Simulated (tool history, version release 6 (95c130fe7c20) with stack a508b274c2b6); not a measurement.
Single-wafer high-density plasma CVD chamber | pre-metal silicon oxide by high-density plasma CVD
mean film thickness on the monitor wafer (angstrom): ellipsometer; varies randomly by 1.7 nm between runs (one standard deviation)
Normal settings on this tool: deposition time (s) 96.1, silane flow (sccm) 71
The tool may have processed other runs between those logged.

run	day	deposition time (s)	silane flow (sccm)	wafers since the last listed run	hours since the silane flow controller was replaced	hours since the gauge calibration	read-back reference wafer on the same gauge, thickness_nm	mean film thickness on the monitor wafer (angstrom)
1	0	106.8	67	0	2425.6	1196.6	627.196	6472.87
2	2.842	96.1	81	1180	2493.8	1264.8	626.986	6660.19
3	4.633	96.1	81	744	2536.8	1307.8	626.833	6694.19
4	5.779	104.3	78	476	2564.3	1335.3	626.538	7030.13
5	7.654	96.1	71	779	2609.3	1380.3	627.292	6053.89
6	9.008	96.1	71	562	2641.8	1412.8	626.974	6094.77
7	10.992	96.1	71	824	2689.4	1460.4	627.008	6107.44
8	17.938	87.7	78	2885	2856.1	1627.1	627.032	5934.01
9	19.038	85	74	457	2882.5	1653.5	626.974	5532.86
10	20.629	85	74	661	2920.7	1691.7	627.179	5523.39
11	23.342	85	74	1126	2985.8	1756.8	626.93	5521.53
12	25.992	96.1	71	1101	3049.4	1820.4	627.442	6081.92
# day 27.75: silane flow controller replaced
13	28.892	96.1	71	1066	27.4	1890	627.057	6621.2
14	31.883	96.1	71	1242	99.2	1961.8	627.077	6607.01
15	34.596	96.1	71	1126	164.3	2026.9	626.606	6599.85
16	37.692	96.1	71	1286	238.6	2101.2	627.168	6584.2
# day 39.392: gauge calibrated
17	39.421	96.1	71	718	280.1	0.7	627.276	6550.78
# day 40.333: silane flow controller replaced, repeated, since the last time left the tool worse
18	41.929	96.1	71	903	38.3	60.9	627.269	6283.54
19	43.95	104.3	78	839	86.8	109.4	627.081	7254.1
20	46.358	96.1	71	1000	144.6	167.2	626.814	6242.5
21	47.721	104.4	61	566	177.3	199.9	627.21	6159.18
22	48.896	76.9	84	488	205.5	228.1	627.242	5638.03
23	50.875	105.2	77	822	253	275.6	626.781	7227.1
24	52.608	108	71	720	294.6	317.2	627.23	7017.5
25	60.85	81.9	71	3424	492.4	515	626.667	5313.13
26	62.508	107.8	59	689	532.2	554.8	627.343	6142.22
27	64.883	79.2	57	986	589.2	611.8	626.782	4416.8
28	67.758	106	63	1194	658.2	680.8	626.935	6256.09
29	69.783	79	77	841	706.8	729.4	627.147	5404.37
30	72.304	96.1	71	1047	767.3	789.9	626.669	6176.61
31	73.4	96.1	71	455	793.6	816.2	626.995	6182.36
32	75.696	103.9	83	953	848.7	871.3	627.264	7483.83
33	77.342	101.8	75	683	888.2	910.8	627.154	6784.12
34	80.142	105.2	61	1163	955.4	978	627.039	6078.62
35	82.038	89.3	78	787	1000.9	1023.5	626.903	6113.56
36	83.421	82.2	75	574	1034.1	1056.7	627.168	5491.11

Alternative continuations, all from the tool just after run 36; predict every row:
A	83.438	96.1	71	6	1034.5	1057.1	?	?
B	83.438	96.1	80	6	1034.5	1057.1	?	?
C	83.438	89.1	60	6	1034.5	1057.1	?	?

run	read-back reference wafer on the same gauge, thickness_nm	mean film thickness on the monitor wafer (angstrom)
A	627.236	6174.48
B	627.236	6719.27
C	627.236	5107.38
Stripped of hidden state, with their random variation kept, the same runs would have yielded:
run	mean film thickness on the monitor wafer (angstrom)
A	6297.9
B	6853.58
C	5209.47

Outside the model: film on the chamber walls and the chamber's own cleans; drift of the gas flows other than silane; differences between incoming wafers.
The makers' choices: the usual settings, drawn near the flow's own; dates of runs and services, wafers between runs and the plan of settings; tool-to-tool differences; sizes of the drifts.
